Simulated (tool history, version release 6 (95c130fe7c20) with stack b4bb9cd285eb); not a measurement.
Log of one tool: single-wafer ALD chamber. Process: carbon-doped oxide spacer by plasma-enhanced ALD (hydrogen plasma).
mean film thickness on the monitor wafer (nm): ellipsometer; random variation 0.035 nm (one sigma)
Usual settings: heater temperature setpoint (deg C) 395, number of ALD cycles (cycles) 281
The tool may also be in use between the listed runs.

run	hour	heater temperature setpoint (deg C)	number of ALD cycles (cycles)	read-back reference wafer on the same gauge, thickness_nm	mean film thickness on the monitor wafer (nm)
1	0.0	395	281	16.186	14.170
2	29.3	395	281	16.200	14.240
3	64.7	392	281	16.209	14.179
4	81.9	395	281	16.200	14.186
5	103.0	395	263	16.211	13.331
6	122.6	395	263	16.224	13.333
7	144.0	395	281	16.219	14.239
8	167.0	395	281	16.244	14.167
9	192.7	403	281	16.222	14.080
10	220.7	403	281	16.249	14.120
11	251.8	403	281	16.274	14.098
12	278.9	395	266	16.257	13.443
13	300.0	395	266	16.272	13.502
# hour 333.3: thermocouple changed; heater temperature recalibrated
14	335.1	388	312	16.290	15.812
15	352.5	395	281	16.308	14.210
16	384.9	395	281	16.317	14.292
17	398.4	395	281	16.318	14.283
18	430.2	404	281	16.337	14.229
19	466.2	404	281	16.381	14.192
20	486.8	405	302	16.369	15.191
21	520.5	395	228	16.410	11.661
# hour 550.1: gauge calibrated
22	555.4	399	281	16.192	14.129
23	643.5	395	281	16.202	14.165
24	657.3	395	281	16.218	14.109
25	683.7	407	327	16.217	16.158
26	712.4	407	250	16.205	12.371
27	818.5	395	281	16.240	14.225
28	836.2	383	281	16.227	14.209
29	866.9	386	303	16.261	15.379
30	892.8	395	281	16.256	14.168
31	908.4	382	266	16.247	13.450
32	924.8	405	306	16.277	15.289
33	947.2	395	316	16.287	16.067
34	971.9	388	329	16.279	16.638
35	995.8	383	311	16.289	15.759
36	1010.4	385	233	16.306	11.851
37	1022.6	382	281	16.309	14.232
38	1044.4	388	328	16.321	16.667

5 ways to go on from here, each from the tool as it stands after run 38. What would each give?
A	1045.2	381	281	?	?
B	1045.2	402	263	?	?
C	1045.2	406	330	?	?
D	1045.2	389	306	?	?
E	1045.2	395	308	?	?

run	read-back reference wafer on the same gauge, thickness_nm	mean film thickness on the monitor wafer (nm)
A	16.328	14.304
B	16.328	13.322
C	16.328	16.524
D	16.328	15.577
E	16.328	15.678
Without the tool's hidden state the same runs would have given:
run	mean film thickness on the monitor wafer (nm)
A	14.198
B	13.222
C	16.401
D	15.461
E	15.562
